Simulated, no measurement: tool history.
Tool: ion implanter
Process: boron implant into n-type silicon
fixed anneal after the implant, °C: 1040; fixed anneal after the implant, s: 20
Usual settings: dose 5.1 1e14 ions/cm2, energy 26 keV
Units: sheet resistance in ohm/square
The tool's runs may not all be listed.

run,hour,dose,energy,wafers since the last listed run,hours since the last dose calibration,hours since the extraction supply was calibrated,hours since the gauge calibration,"read-back reference wafer on the same gauge, sheet resistance",sheet resistance
1,0,4.06,26,0,2196,5468.1,183.3,197.02,248.33
2,30.4,5.1,26,533,2226.4,5498.5,213.7,197.1,205.78
3,42.4,5.1,26,210,2238.4,5510.5,225.7,197.08,205.81
4,74.8,6.04,19.5,568,2270.8,5542.9,258.1,196.87,184.8
5,92.6,6.04,19.5,312,2288.6,5560.7,275.9,197.01,183.97
6,115.6,6.04,19.5,403,2311.6,5583.7,298.9,196.91,184.05
7,130.1,4.05,26,254,2326.1,5598.2,313.4,197.06,249.09
8,151.3,5.1,26,371,2347.3,5619.4,334.6,197.16,205.84
9,176.2,5.98,26,436,2372.2,5644.3,359.5,197.06,180.08
10,195.3,5.98,26,335,2391.3,5663.4,378.6,197.04,180.23
11,224.4,4.11,28,510,2420.4,5692.5,407.7,197.13,244.2
12,237.4,4.11,28,228,2433.4,5705.5,420.7,196.94,243.84
13,252.2,5.1,26,259,2448.2,5720.3,435.5,196.97,205.69
14,272,5.1,26,347,2468,5740.1,455.3,196.91,205.87
15,294.6,5.1,26,396,2490.6,5762.7,477.9,196.96,205.73
16,313.1,4.22,21,324,2509.1,5781.2,496.4,196.96,245.85
17,329.8,4.22,21,292,2525.8,5797.9,513.1,196.96,246.85
18,359.8,5.1,23,526,2555.8,5827.9,543.1,196.99,208.56
19,375,6.13,29.5,266,2571,5843.1,558.3,196.94,174.07
20,395,5.6,34,350,2591,5863.1,578.3,196.95,184.48
21,427.4,5.73,28.5,568,2623.4,5895.5,610.7,196.91,184.57
22,455.3,5.96,34.5,489,2651.3,5923.4,638.6,197.08,174.94
# hour 472.1: Faraday cup replaced and dose calibrated
23,476.5,4.45,23,231,4.4,5944.6,659.8,196.94,223.28
24,494.1,5.1,26,308,22,5962.2,677.4,196.97,196.95
25,521.6,5.1,26,482,49.5,5989.7,704.9,196.97,196.58
# hour 542.1: gauge calibrated
26,555.3,5.92,26,591,83.2,6023.4,13.2,196.99,174.2
27,572.5,5.1,26,301,100.4,6040.6,30.4,196.9,197.02
28,593.5,6.21,26,368,121.4,6061.6,51.4,196.96,167.42
29,621.5,5.93,31,491,149.4,6089.6,79.4,197.02,171.22
# hour 645.5: extraction supply calibrated
30,646,5.1,26,289,173.9,0.5,103.9,196.98,197.76
31,661.5,3.99,34,271,189.4,16,119.4,197.06,235.54
32,689.5,5.1,26,491,217.4,44,147.4,196.82,198.81
33,713.7,3.87,18,424,241.6,68.2,171.6,197.02,259.74
34,726.5,5.1,26,224,254.4,81,184.4,196.94,199.11
35,759.9,6,26,585,287.8,114.4,217.8,197,173.41
36,772.9,5.1,23,228,300.8,127.4,230.8,197,201.4
37,799.5,4.55,17.5,466,327.4,154,257.4,197,228.73
38,832.5,5.1,21,578,360.4,187,290.4,197.01,204.63

3 ways to go on from here, each from the tool as it stands after run 38. What would each give?
A,832.9,5.1,26,7,360.8,187.4,290.8,?,?
B,832.9,6.11,21.5,7,360.8,187.4,290.8,?,?
C,832.9,4.3,35,7,360.8,187.4,290.8,?,?

run,"read-back reference wafer on the same gauge, sheet resistance",sheet resistance
A,197.16,198.66
B,197.16,174.47
C,197.16,221.31
Without the tool's hidden state the same runs would have given:
run,sheet resistance
A,197.08
B,173.05
C,219.55

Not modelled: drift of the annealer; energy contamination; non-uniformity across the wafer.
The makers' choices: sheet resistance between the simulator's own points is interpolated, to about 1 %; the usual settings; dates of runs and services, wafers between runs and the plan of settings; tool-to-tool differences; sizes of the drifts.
